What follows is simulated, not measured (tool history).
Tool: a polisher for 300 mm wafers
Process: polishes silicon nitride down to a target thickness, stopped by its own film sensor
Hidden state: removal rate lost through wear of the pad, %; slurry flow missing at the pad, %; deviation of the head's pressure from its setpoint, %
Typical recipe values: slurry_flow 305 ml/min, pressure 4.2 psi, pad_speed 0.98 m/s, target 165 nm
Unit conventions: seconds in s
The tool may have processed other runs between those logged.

| run | hour | slurry_flow | pressure | pad_speed | target | wafers since the last listed run | wafers polished on this pad | hours since the slurry nozzle was cleaned | hours since the head pressure was calibrated | incoming thickness of the incoming film, nm | seconds |
|---|---|---|---|---|---|---|---|---|---|---|---|
| 1 | 0.0 | 305 | 4.2 | 0.98 | 165 | 0 | 639 | 235.5 | 389.2 | 294.8 | 55.6 |
| 2 | 64.8 | 305 | 4.2 | 0.98 | 165 | 792 | 1432 | 300.3 | 454.0 | 298.4 | 59.0 |
| 3 | 99.6 | 305 | 4.2 | 0.98 | 165 | 425 | 1857 | 335.1 | 488.8 | 298.7 | 60.0 |
|  | 103.6 | slurry nozzle cleaned |
| 4 | 125.3 | 305 | 4.2 | 0.98 | 149 | 302 | 2159 | 21.7 | 514.5 | 297.4 | 66.3 |
|  | 150.3 | worn pad replaced by a new one |
| 5 | 190.7 | 305 | 4.2 | 0.98 | 149 | 750 | 493 | 87.1 | 579.9 | 299.5 | 64.4 |
| 6 | 247.3 | 305 | 4.2 | 0.98 | 149 | 692 | 1185 | 143.7 | 636.5 | 300.8 | 66.6 |
|  | 308.5 | head pressure recalibrated |
| 7 | 309.0 | 380 | 4.2 | 0.98 | 165 | 730 | 1915 | 205.4 | 0.5 | 304.0 | 61.0 |
|  | 325.0 | worn pad replaced by a new one |
| 8 | 357.8 | 380 | 4.2 | 0.98 | 165 | 547 | 401 | 254.2 | 49.3 | 297.3 | 55.7 |
| 9 | 400.1 | 395 | 4.2 | 0.98 | 165 | 517 | 918 | 296.5 | 91.6 | 301.5 | 59.6 |
|  | 427.5 | slurry nozzle cleaned |
| 10 | 462.0 | 305 | 4.2 | 0.98 | 165 | 744 | 1663 | 34.5 | 153.5 | 301.4 | 62.2 |
| 11 | 487.8 | 355 | 4.9 | 0.80 | 198 | 315 | 1979 | 60.3 | 179.3 | 299.3 | 44.9 |
|  | 537.2 | worn pad replaced by a new one, of another model than before |
| 12 | 539.5 | 305 | 4.2 | 1.22 | 150 | 583 | 27 | 112.0 | 231.0 | 298.0 | 51.5 |
| 13 | 579.4 | 305 | 4.2 | 1.32 | 165 | 487 | 515 | 151.9 | 270.9 | 299.5 | 45.9 |
|  | 754.4 | worn pad replaced by a new one |
| 14 | 771.5 | 305 | 4.2 | 0.98 | 149 | 2300 | 209 | 344.0 | 463.0 | 298.8 | 62.9 |
|  | 780.4 | slurry nozzle cleaned |
|  | 925.4 | worn pad replaced by a new one |
| 15 | 964.0 | 305 | 4.2 | 0.98 | 165 | 2292 | 471 | 183.6 | 655.5 | 301.6 | 57.9 |
|  | 1004.6 | head pressure recalibrated |
| 16 | 1005.1 | 405 | 3.5 | 1.12 | 148 | 478 | 949 | 224.7 | 0.5 | 299.6 | 63.7 |

Forecast each of these 4 alternatives for the next run:
| A | 1005.5 | 305 | 4.2 | 1.22 | 165 | 4 | 954 | 225.1 | 0.9 | 299.4 | ? |
| B | 1005.5 | 220 | 2.8 | 0.82 | 142 | 4 | 954 | 225.1 | 0.9 | 299.4 | ? |
| C | 1005.5 | 385 | 4.2 | 0.98 | 123 | 4 | 954 | 225.1 | 0.9 | 299.4 | ? |
| D | 1005.5 | 405 | 4.2 | 0.98 | 165 | 4 | 954 | 225.1 | 0.9 | 299.4 | ? |

| run | seconds |
|---|---|
| A | 48.8 |
| B | 103.3 |
| C | 74.1 |
| D | 56.2 |
Had the tool no hidden state, the same runs would have come out as:
| run | seconds |
|---|---|
| A | 45.6 |
| B | 96.5 |
| C | 69.3 |
| D | 52.6 |

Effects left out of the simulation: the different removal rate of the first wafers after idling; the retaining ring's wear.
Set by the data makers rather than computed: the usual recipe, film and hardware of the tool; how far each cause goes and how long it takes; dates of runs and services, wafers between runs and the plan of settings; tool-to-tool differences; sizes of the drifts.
